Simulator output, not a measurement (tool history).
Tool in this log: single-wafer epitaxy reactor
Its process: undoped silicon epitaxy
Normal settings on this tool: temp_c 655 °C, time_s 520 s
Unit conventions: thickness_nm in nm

run     day  temp_c  time_s  wafers since the last listed run  hours since the last pyrometer calibration  hours since the gauge calibration  read-back reference wafer on the same gauge, thickness_nm  thickness_nm
  1       0     648     520                                 0                                       844.9                              383.9                                                     94.971         85.79
  2   1.842     648     520                               152                                       889.1                              428.1                                                     94.969        84.818
  3   3.617     655     520                               146                                       931.7                              470.7                                                     95.015       101.651
  4    5.05     655     520                               118                                       966.1                              505.1                                                     94.968        101.49
  5   6.479     655     520                               118                                      1000.4                              539.4                                                     95.015        101.36
  6   8.333     655     520                               153                                      1044.9                              583.9                                                     94.977       101.806
  7   9.367     655     520                                85                                      1069.7                              608.7                                                     94.968       101.304
  8      12     655     520                               217                                      1132.9                              671.9                                                     94.983         102.4
  9  13.879     655     520                               155                                        1178                                717                                                     94.903       102.325
 10  15.621     655     520                               144                                      1219.8                              758.8                                                     94.971       102.355
 11  16.708     655     520                                89                                      1245.9                              784.9                                                     95.006        102.68
 12  18.008     655     520                               107                                      1277.1                              816.1                                                      95.05       102.642
 13  19.771     655     595                               145                                      1319.4                              858.4                                                      95.01       116.817
 14  22.646     655     595                               237                                      1388.4                              927.4                                                     94.964       117.804
 15  24.779     655     595                               176                                      1439.6                              978.6                                                     94.925       118.033
     25.842  -- gauge calibrated
 16  26.979     655     520                               182                                      1492.4                               27.3                                                     94.964       103.926
 17  28.754     664     604                               146                                        1535                               69.9                                                     95.026        149.22
     31.004  -- pyrometer calibrated
 18  31.062     655     520                               163                                         1.4                              125.3                                                      95.02       100.462
 19  32.512     651     560                               119                                        36.2                              160.1                                                      94.97        97.549
 20  34.683     655     520                               179                                        88.3                              212.2                                                     94.991       100.469
 21  37.462     655     570                               229                                         155                              278.9                                                     95.033       110.686
 22  39.775     655     520                               191                                       210.5                              334.4                                                     95.054         99.31
 23  42.517     668     434                               226                                       276.3                              400.2                                                     95.041       115.137
 24  43.638     642     590                                92                                       303.2                              427.1                                                     95.027        82.951
 25  46.454     669     438                               233                                       370.8                              494.7                                                     95.013       118.676
 26  49.108     660     471                               219                                       434.5                              558.4                                                     94.987       103.424
 27  51.554     667     433                               202                                       493.2                              617.1                                                     95.039        111.34
 28  53.775     655     520                               183                                       546.5                              670.4                                                     95.033        99.795
 29  55.812     655     520                               168                                       595.4                              719.3                                                     95.021       100.339
 30    58.5     659     598                               222                                       659.9                              783.8                                                     95.013       129.164
 31  59.829     667     520                               109                                       691.8                              815.7                                                     94.994       134.564
 32  62.012     651     560                               180                                       744.2                              868.1                                                     95.006        98.436

Consider 5 possible next runs. They are alternatives, not a sequence: every one starts from the tool as it was left by run 32. What does each give?
  A  62.033     655     520                                 1                                       744.7                              868.6                                                          ?             ?
  B  62.033     648     440                                 1                                       744.7                              868.6                                                          ?             ?
  C  62.033     647     520                                 1                                       744.7                              868.6                                                          ?             ?
  D  62.033     650     592                                 1                                       744.7                              868.6                                                          ?             ?
  E  62.033     648     610                                 1                                       744.7                              868.6                                                          ?             ?

run  read-back reference wafer on the same gauge, thickness_nm  thickness_nm
  A                                                     94.976       100.442
  B                                                     94.976        71.459
  C                                                     94.976        82.365
  D                                                     94.976       101.059
  E                                                     94.976        99.068
Stripped of hidden state, with their random variation kept, the same runs would have yielded:
run  thickness_nm
  A        99.895
  B        71.064
  C        81.908
  D       100.503
  E         98.52
